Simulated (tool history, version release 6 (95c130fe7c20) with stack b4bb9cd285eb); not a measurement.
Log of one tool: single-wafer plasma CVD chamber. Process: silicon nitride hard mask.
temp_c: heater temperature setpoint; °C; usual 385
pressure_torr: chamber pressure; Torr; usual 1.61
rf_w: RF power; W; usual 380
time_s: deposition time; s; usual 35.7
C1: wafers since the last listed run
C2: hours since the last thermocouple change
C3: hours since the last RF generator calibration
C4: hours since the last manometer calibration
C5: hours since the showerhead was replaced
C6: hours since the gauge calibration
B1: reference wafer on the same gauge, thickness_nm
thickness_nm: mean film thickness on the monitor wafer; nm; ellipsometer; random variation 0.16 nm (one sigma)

{"run": 1, "hour": 0.0, "temp_c": 385, "pressure_torr": 1.91, "rf_w": 325, "time_s": 35.7, "C1": 0, "C2": 263.6, "C3": 559.6, "C4": 703.8, "C5": 2820.8, "C6": 1327.7, "B1": 38.28, "thickness_nm": 42.181}
{"run": 2, "hour": 86.2, "temp_c": 385, "pressure_torr": 1.91, "rf_w": 325, "time_s": 35.7, "C1": 1650, "C2": 349.8, "C3": 645.8, "C4": 790.0, "C5": 2907.0, "C6": 1413.9, "B1": 38.284, "thickness_nm": 42.168}
{"run": 3, "hour": 262.2, "temp_c": 385, "pressure_torr": 1.91, "rf_w": 325, "time_s": 35.7, "C1": 3370, "C2": 525.8, "C3": 821.8, "C4": 966.0, "C5": 3083.0, "C6": 1589.9, "B1": 38.329, "thickness_nm": 41.862}
{"run": 4, "hour": 353.1, "temp_c": 385, "pressure_torr": 1.61, "rf_w": 380, "time_s": 35.7, "C1": 1740, "C2": 616.7, "C3": 912.7, "C4": 1056.9, "C5": 3173.9, "C6": 1680.8, "B1": 38.325, "thickness_nm": 45.93}
{"run": 5, "hour": 416.5, "temp_c": 385, "pressure_torr": 1.61, "rf_w": 380, "time_s": 35.7, "C1": 1214, "C2": 680.1, "C3": 976.1, "C4": 1120.3, "C5": 3237.3, "C6": 1744.2, "B1": 38.275, "thickness_nm": 46.011}
{"run": 6, "hour": 475.8, "temp_c": 385, "pressure_torr": 1.61, "rf_w": 380, "time_s": 35.7, "C1": 1135, "C2": 739.4, "C3": 1035.4, "C4": 1179.6, "C5": 3296.6, "C6": 1803.5, "B1": 38.329, "thickness_nm": 45.753}
{"run": 7, "hour": 582.2, "temp_c": 385, "pressure_torr": 1.61, "rf_w": 380, "time_s": 35.7, "C1": 2037, "C2": 845.8, "C3": 1141.8, "C4": 1286.0, "C5": 3403.0, "C6": 1909.9, "B1": 38.245, "thickness_nm": 46.189}
{"run": 8, "hour": 686.8, "temp_c": 385, "pressure_torr": 1.61, "rf_w": 380, "time_s": 35.7, "C1": 2002, "C2": 950.4, "C3": 1246.4, "C4": 1390.6, "C5": 3507.6, "C6": 2014.5, "B1": 38.319, "thickness_nm": 46.144}
{"run": 9, "hour": 773.2, "temp_c": 385, "pressure_torr": 1.61, "rf_w": 380, "time_s": 35.7, "C1": 1654, "C2": 1036.8, "C3": 1332.8, "C4": 1477.0, "C5": 3594.0, "C6": 2100.9, "B1": 38.312, "thickness_nm": 46.071}
{"run": 10, "hour": 841.0, "temp_c": 385, "pressure_torr": 1.61, "rf_w": 380, "time_s": 35.7, "C1": 1298, "C2": 1104.6, "C3": 1400.6, "C4": 1544.8, "C5": 3661.8, "C6": 2168.7, "B1": 38.284, "thickness_nm": 45.68}
{"run": 11, "hour": 895.5, "temp_c": 385, "pressure_torr": 1.61, "rf_w": 380, "time_s": 35.7, "C1": 1043, "C2": 1159.1, "C3": 1455.1, "C4": 1599.3, "C5": 3716.3, "C6": 2223.2, "B1": 38.292, "thickness_nm": 46.007}
{"run": 12, "hour": 968.4, "temp_c": 385, "pressure_torr": 1.61, "rf_w": 380, "time_s": 35.7, "C1": 1395, "C2": 1232.0, "C3": 1528.0, "C4": 1672.2, "C5": 3789.2, "C6": 2296.1, "B1": 38.257, "thickness_nm": 46.223}
{"run": 13, "hour": 1045.7, "temp_c": 385, "pressure_torr": 1.61, "rf_w": 380, "time_s": 35.7, "C1": 1480, "C2": 1309.3, "C3": 1605.3, "C4": 1749.5, "C5": 3866.5, "C6": 2373.4, "B1": 38.263, "thickness_nm": 45.939}
{"hour": 1103.9, "done": "gauge calibrated"}
{"hour": 1104.7, "done": "capacitance manometer re-zeroed and calibrated"}
{"run": 14, "hour": 1119.1, "temp_c": 385, "pressure_torr": 1.81, "rf_w": 325, "time_s": 35.7, "C1": 1252, "C2": 1382.7, "C3": 1678.7, "C4": 14.4, "C5": 3939.9, "C6": 15.2, "B1": 38.319, "thickness_nm": 41.837}
{"run": 15, "hour": 1222.2, "temp_c": 385, "pressure_torr": 1.61, "rf_w": 380, "time_s": 32.8, "C1": 1974, "C2": 1485.8, "C3": 1781.8, "C4": 117.5, "C5": 4043.0, "C6": 118.3, "B1": 38.258, "thickness_nm": 42.125}
{"run": 16, "hour": 1287.6, "temp_c": 385, "pressure_torr": 1.75, "rf_w": 380, "time_s": 35.7, "C1": 1252, "C2": 1551.2, "C3": 1847.2, "C4": 182.9, "C5": 4108.4, "C6": 183.7, "B1": 38.29, "thickness_nm": 46.492}
{"hour": 1326.7, "done": "RF generator calibrated"}
{"run": 17, "hour": 1331.4, "temp_c": 385, "pressure_torr": 1.93, "rf_w": 380, "time_s": 35.7, "C1": 685, "C2": 1595.0, "C3": 4.7, "C4": 226.7, "C5": 4152.2, "C6": 227.5, "B1": 38.278, "thickness_nm": 47.094}
{"run": 18, "hour": 1432.8, "temp_c": 385, "pressure_torr": 1.93, "rf_w": 380, "time_s": 35.7, "C1": 1941, "C2": 1696.4, "C3": 106.1, "C4": 328.1, "C5": 4253.6, "C6": 328.9, "B1": 38.232, "thickness_nm": 47.191}
{"hour": 1504.2, "done": "thermocouple changed; heater temperature recalibrated"}
{"hour": 1586.3, "done": "showerhead replaced"}
{"run": 19, "hour": 1610.5, "temp_c": 385, "pressure_torr": 1.61, "rf_w": 380, "time_s": 35.7, "C1": 3096, "C2": 106.3, "C3": 283.8, "C4": 505.8, "C5": 24.2, "C6": 506.6, "B1": 38.28, "thickness_nm": 46.167}
{"run": 20, "hour": 1713.9, "temp_c": 385, "pressure_torr": 1.61, "rf_w": 435, "time_s": 35.7, "C1": 1979, "C2": 209.7, "C3": 387.2, "C4": 609.2, "C5": 127.6, "C6": 610.0, "B1": 38.322, "thickness_nm": 50.602}
{"run": 21, "hour": 1786.7, "temp_c": 373, "pressure_torr": 1.75, "rf_w": 400, "time_s": 35.7, "C1": 1393, "C2": 282.5, "C3": 460.0, "C4": 682.0, "C5": 200.4, "C6": 682.8, "B1": 38.277, "thickness_nm": 48.448}
{"run": 22, "hour": 1828.2, "temp_c": 389, "pressure_torr": 1.27, "rf_w": 360, "time_s": 38.1, "C1": 794, "C2": 324.0, "C3": 501.5, "C4": 723.5, "C5": 241.9, "C6": 724.3, "B1": 38.322, "thickness_nm": 45.669}
{"run": 23, "hour": 1901.7, "temp_c": 385, "pressure_torr": 1.61, "rf_w": 380, "time_s": 35.7, "C1": 1407, "C2": 397.5, "C3": 575.0, "C4": 797.0, "C5": 315.4, "C6": 797.8, "B1": 38.315, "thickness_nm": 46.099}
{"run": 24, "hour": 2002.2, "temp_c": 385, "pressure_torr": 1.93, "rf_w": 380, "time_s": 35.7, "C1": 1924, "C2": 498.0, "C3": 675.5, "C4": 897.5, "C5": 415.9, "C6": 898.3, "B1": 38.317, "thickness_nm": 47.691}
{"run": 25, "hour": 2071.4, "temp_c": 373, "pressure_torr": 1.75, "rf_w": 400, "time_s": 35.7, "C1": 1325, "C2": 567.2, "C3": 744.7, "C4": 966.7, "C5": 485.1, "C6": 967.5, "B1": 38.313, "thickness_nm": 48.646}
{"run": 26, "hour": 2165.8, "temp_c": 385, "pressure_torr": 1.29, "rf_w": 360, "time_s": 35.7, "C1": 1807, "C2": 661.6, "C3": 839.1, "C4": 1061.1, "C5": 579.5, "C6": 1061.9, "B1": 38.319, "thickness_nm": 42.972}
{"run": 27, "hour": 2244.5, "temp_c": 378, "pressure_torr": 1.71, "rf_w": 380, "time_s": 35.7, "C1": 1506, "C2": 740.3, "C3": 917.8, "C4": 1139.8, "C5": 658.2, "C6": 1140.6, "B1": 38.34, "thickness_nm": 46.515}
{"run": 28, "hour": 2294.9, "temp_c": 370, "pressure_torr": 1.45, "rf_w": 355, "time_s": 30.4, "C1": 965, "C2": 790.7, "C3": 968.2, "C4": 1190.2, "C5": 708.6, "C6": 1191.0, "B1": 38.308, "thickness_nm": 37.029}

3 ways to go on from here, each from the tool as it stands after run 28. What would each give?
{"run": "A", "hour": 2295.3, "temp_c": 385, "pressure_torr": 1.61, "rf_w": 445, "time_s": 35.7, "C1": 7, "C2": 791.1, "C3": 968.6, "C4": 1190.6, "C5": 709.0, "C6": 1191.4, "B1": "?", "thickness_nm": "?"}
{"run": "B", "hour": 2295.3, "temp_c": 390, "pressure_torr": 1.88, "rf_w": 455, "time_s": 30.8, "C1": 7, "C2": 791.1, "C3": 968.6, "C4": 1190.6, "C5": 709.0, "C6": 1191.4, "B1": "?", "thickness_nm": "?"}
{"run": "C", "hour": 2295.3, "temp_c": 380, "pressure_torr": 1.83, "rf_w": 445, "time_s": 35.7, "C1": 7, "C2": 791.1, "C3": 968.6, "C4": 1190.6, "C5": 709.0, "C6": 1191.4, "B1": "?", "thickness_nm": "?"}

run=A B1=38.233 thickness_nm=51.076
run=B B1=38.233 thickness_nm=45.669
run=C B1=38.233 thickness_nm=52.149
Without the tool's hidden state the same runs would have given:
run=A thickness_nm=51.076
run=B thickness_nm=45.669
run=C thickness_nm=52.149
